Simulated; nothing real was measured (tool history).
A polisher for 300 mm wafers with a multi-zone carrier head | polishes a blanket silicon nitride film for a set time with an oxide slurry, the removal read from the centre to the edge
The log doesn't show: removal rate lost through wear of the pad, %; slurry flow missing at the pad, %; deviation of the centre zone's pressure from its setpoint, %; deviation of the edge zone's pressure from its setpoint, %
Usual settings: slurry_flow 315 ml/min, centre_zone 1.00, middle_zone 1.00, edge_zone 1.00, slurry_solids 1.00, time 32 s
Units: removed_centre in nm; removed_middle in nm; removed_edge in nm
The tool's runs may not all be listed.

| run | hour | slurry_flow | centre_zone | middle_zone | edge_zone | slurry_solids | time | wafers since the last listed run | wafers polished on this pad | hours since the slurry nozzle was cleaned | hours since the centre zone pressure was calibrated | hours since the edge zone pressure was calibrated | hours since the carrier head's membrane was replaced | incoming thickness of the incoming film, nm | removed_centre | removed_middle | removed_edge |
|---|---|---|---|---|---|---|---|---|---|---|---|---|---|---|---|---|---|
| 1 | 0.0 | 315 | 1.00 | 1.00 | 1.00 | 1.00 | 32 | 0 | 97 | 326.7 | 1024.4 | 1150.9 | 1380.2 | 467.7 | 16.0 | 16.7 | 16.9 |
| 2 | 10.1 | 315 | 1.00 | 1.00 | 1.00 | 1.00 | 32 | 119 | 216 | 336.8 | 1034.5 | 1161.0 | 1390.3 | 471.3 | 16.0 | 16.8 | 17.3 |
| 3 | 23.3 | 315 | 1.00 | 1.00 | 1.00 | 1.00 | 32 | 155 | 371 | 350.0 | 1047.7 | 1174.2 | 1403.5 | 473.5 | 16.1 | 17.1 | 17.1 |
| 4 | 69.5 | 315 | 1.00 | 1.00 | 1.00 | 1.00 | 32 | 544 | 916 | 396.2 | 1093.9 | 1220.4 | 1449.7 | 466.3 | 15.9 | 16.8 | 17.2 |
|  | 79.3 | carrier head's membrane replaced by a new one |
|  | 80.6 | edge zone pressure recalibrated |
|  | 83.4 | centre zone pressure recalibrated |
| 5 | 84.6 | 315 | 0.96 | 1.00 | 0.96 | 1.00 | 32 | 79 | 996 | 411.3 | 1.2 | 4.0 | 5.3 | 467.2 | 19.0 | 17.0 | 17.3 |
| 6 | 94.5 | 315 | 0.96 | 1.00 | 0.96 | 1.00 | 32 | 116 | 1113 | 421.2 | 11.1 | 13.9 | 15.2 | 467.2 | 18.8 | 16.9 | 16.5 |
|  | 102.8 | worn pad replaced by a new one |
| 7 | 103.3 | 315 | 0.96 | 1.00 | 0.96 | 1.00 | 32 | 56 | 5 | 430.0 | 19.9 | 22.7 | 24.0 | 465.8 | 19.1 | 16.8 | 17.3 |
| 8 | 107.6 | 315 | 1.00 | 1.00 | 1.00 | 1.00 | 32 | 50 | 56 | 434.3 | 24.2 | 27.0 | 28.3 | 465.7 | 19.6 | 16.9 | 17.2 |
| 9 | 125.2 | 315 | 1.00 | 1.00 | 1.00 | 1.00 | 32 | 207 | 263 | 451.9 | 41.8 | 44.6 | 45.9 | 472.5 | 19.6 | 16.7 | 17.0 |
|  | 129.9 | centre zone pressure recalibrated, repeated, since the last time left the tool worse |
| 10 | 133.3 | 315 | 1.00 | 1.00 | 1.00 | 0.80 | 29 | 71 | 335 | 460.0 | 3.4 | 52.7 | 54.0 | 473.3 | 13.9 | 13.4 | 13.5 |
| 11 | 141.3 | 315 | 1.00 | 1.00 | 1.10 | 1.25 | 32 | 94 | 430 | 468.0 | 11.4 | 60.7 | 62.0 | 476.6 | 19.5 | 19.0 | 20.0 |
| 12 | 156.3 | 315 | 0.94 | 1.00 | 1.00 | 1.00 | 32 | 176 | 606 | 483.0 | 26.4 | 75.7 | 77.0 | 476.5 | 16.4 | 16.9 | 17.0 |
| 13 | 163.3 | 315 | 0.94 | 0.95 | 1.00 | 1.25 | 32 | 82 | 689 | 490.0 | 33.4 | 82.7 | 84.0 | 464.7 | 18.4 | 18.5 | 19.1 |
| 14 | 177.3 | 315 | 0.92 | 1.00 | 1.08 | 0.80 | 35 | 165 | 854 | 504.0 | 47.4 | 96.7 | 98.0 | 470.2 | 15.5 | 16.0 | 17.0 |
|  | 179.4 | slurry nozzle cleaned |
| 15 | 189.4 | 315 | 0.88 | 1.00 | 0.89 | 0.85 | 26 | 130 | 985 | 10.0 | 59.5 | 108.8 | 110.1 | 465.1 | 11.3 | 12.6 | 12.1 |
| 16 | 202.7 | 315 | 1.11 | 1.00 | 1.00 | 1.00 | 32 | 156 | 1142 | 23.3 | 72.8 | 122.1 | 123.4 | 471.5 | 18.9 | 17.2 | 17.6 |
| 17 | 215.1 | 285 | 1.04 | 0.95 | 1.00 | 0.85 | 32 | 146 | 1288 | 35.7 | 85.2 | 134.5 | 135.8 | 475.8 | 16.1 | 14.9 | 15.7 |
|  | 227.4 | worn pad replaced by a new one |
| 18 | 227.9 | 315 | 1.00 | 1.00 | 1.00 | 1.00 | 32 | 103 | 6 | 48.5 | 98.0 | 147.3 | 148.6 | 463.1 | 16.9 | 17.0 | 17.1 |
| 19 | 230.5 | 315 | 0.90 | 1.11 | 1.07 | 1.00 | 37 | 30 | 36 | 51.1 | 100.6 | 149.9 | 151.2 | 468.5 | 18.3 | 21.1 | 20.6 |
| 20 | 242.0 | 315 | 1.00 | 1.00 | 1.00 | 1.00 | 32 | 135 | 172 | 62.6 | 112.1 | 161.4 | 162.7 | 468.2 | 16.9 | 16.6 | 17.2 |
| 21 | 256.4 | 225 | 1.00 | 1.00 | 1.00 | 1.00 | 32 | 169 | 342 | 77.0 | 126.5 | 175.8 | 177.1 | 472.7 | 16.2 | 16.3 | 17.0 |
| 22 | 262.4 | 315 | 1.00 | 1.00 | 1.00 | 1.00 | 32 | 70 | 413 | 83.0 | 132.5 | 181.8 | 183.1 | 461.7 | 17.1 | 17.4 | 17.4 |
| 23 | 278.2 | 390 | 0.93 | 1.00 | 1.00 | 0.75 | 40 | 186 | 599 | 98.8 | 148.3 | 197.6 | 198.9 | 471.0 | 16.9 | 18.2 | 18.1 |

Hidden state or all else? Some run-to-run changes of removed_centre, split into what the settings, what came in and random variation would give without the hidden state, and what is left for the hidden state (with any gauge scatter that isn't in both results):
Run 4 -> 5: centre_zone 1.00 -> 0.96, edge_zone 1.00 -> 0.96, carrier head's membrane replaced by a new one, edge zone pressure recalibrated, centre zone pressure recalibrated. removed_centre +3.1 nm: hidden state +3.6, all else -0.5.
Run 9 -> 10: slurry_solids 1.00 -> 0.80, time 32 -> 29, centre zone pressure recalibrated, repeated, since the last time left the tool worse. removed_centre -5.7 nm: hidden state -2.1, all else -3.6.
Run 15 -> 16: centre_zone 0.88 -> 1.11, edge_zone 0.89 -> 1.00, slurry_solids 0.85 -> 1.00, time 26 -> 32. removed_centre +7.6 nm: hidden state +0.0, all else +7.6.
